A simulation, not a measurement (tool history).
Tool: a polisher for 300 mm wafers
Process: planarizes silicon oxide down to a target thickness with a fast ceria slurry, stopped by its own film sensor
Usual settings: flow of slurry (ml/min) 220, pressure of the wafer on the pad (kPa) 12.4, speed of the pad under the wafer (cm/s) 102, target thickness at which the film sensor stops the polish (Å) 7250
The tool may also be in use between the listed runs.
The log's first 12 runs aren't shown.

| run | day | flow of slurry (ml/min) | pressure of the wafer on the pad (kPa) | speed of the pad under the wafer (cm/s) | target thickness at which the film sensor stops the polish (Å) | incoming thickness of the incoming film, nm | time until the film sensor stopped the polish (s) |
|---|---|---|---|---|---|---|---|
| 13 | 39.354 | 220 | 12.4 | 102 | 7250 | 1480.3 | 83.1 |
| 14 | 41.029 | 220 | 12.4 | 122 | 7250 | 1481.5 | 69.3 |
| 15 | 44.817 | 220 | 11.7 | 90 | 7250 | 1452.7 | 94.7 |
| 16 | 46.417 | 270 | 13.8 | 118 | 8460 | 1484.7 | 53.6 |
| 17 | 50.888 | 220 | 12.4 | 102 | 7250 | 1480 | 83.3 |
|  | 54.533 | slurry nozzle cleaned |
| 18 | 54.65 | 260 | 14.5 | 124 | 5020 | 1475.3 | 73.8 |
| 19 | 56.379 | 220 | 12.4 | 124 | 7250 | 1465 | 64.4 |
| 20 | 59.021 | 150 | 16.5 | 102 | 7250 | 1481.1 | 67.6 |
| 21 | 61.25 | 150 | 15.2 | 102 | 7250 | 1469.6 | 72.1 |
|  | 62.817 | head pressure recalibrated |
|  | 62.938 | worn pad replaced by a new one |
| 22 | 65.029 | 175 | 13.8 | 102 | 8330 | 1483.8 | 66.7 |
| 23 | 68.904 | 220 | 15.9 | 102 | 5840 | 1473.2 | 76.4 |
| 24 | 70.738 | 220 | 11.7 | 90 | 7250 | 1460.3 | 95.8 |
| 25 | 74.633 | 220 | 12.4 | 86 | 7250 | 1501.4 | 101.3 |
| 26 | 77.225 | 270 | 9 | 92 | 5440 | 1475.8 | 144.5 |
| 27 | 80.617 | 220 | 9.7 | 102 | 7250 | 1476 | 102.5 |
| 28 | 82.767 | 265 | 15.9 | 102 | 7250 | 1473.1 | 64.3 |
| 29 | 84.475 | 185 | 12.4 | 102 | 9070 | 1477.2 | 63.3 |
|  | 85.371 | slurry nozzle cleaned |
| 30 | 88.008 | 275 | 12.4 | 102 | 6260 | 1490.6 | 91.9 |
|  | 89.333 | worn pad replaced by a new one |
| 31 | 89.721 | 220 | 12.4 | 102 | 7250 | 1459.9 | 78.8 |
| 32 | 91.971 | 220 | 12.4 | 102 | 8060 | 1500 | 75 |
|  | 92.904 | head pressure recalibrated |
| 33 | 95.996 | 220 | 12.4 | 86 | 7250 | 1495.9 | 98.8 |
| 34 | 98.338 | 220 | 12.4 | 102 | 7250 | 1495.3 | 82.7 |
| 35 | 101.996 | 265 | 16.5 | 122 | 5300 | 1453.4 | 64.5 |

5 ways to go on from here, each from the tool as it stands after run 35. What would each give?
| A | 102.012 | 220 | 12.4 | 102 | 4810 | 1494.4 | ? |
| B | 102.012 | 220 | 11 | 84 | 9020 | 1494.4 | ? |
| C | 102.012 | 290 | 12.4 | 102 | 7250 | 1494.4 | ? |
| D | 102.012 | 220 | 12.4 | 74 | 7250 | 1494.4 | ? |
| E | 102.012 | 200 | 11 | 84 | 4780 | 1494.4 | ? |

| run | time until the film sensor stopped the polish (s) |
|---|---|
| A | 110.4 |
| B | 86.8 |
| C | 80.9 |
| D | 115.6 |
| E | 151.1 |
Without the tool's hidden state the same runs would have given:
| run | time until the film sensor stopped the polish (s) |
|---|---|
| A | 108 |
| B | 84.9 |
| C | 79.5 |
| D | 113 |
| E | 147.5 |

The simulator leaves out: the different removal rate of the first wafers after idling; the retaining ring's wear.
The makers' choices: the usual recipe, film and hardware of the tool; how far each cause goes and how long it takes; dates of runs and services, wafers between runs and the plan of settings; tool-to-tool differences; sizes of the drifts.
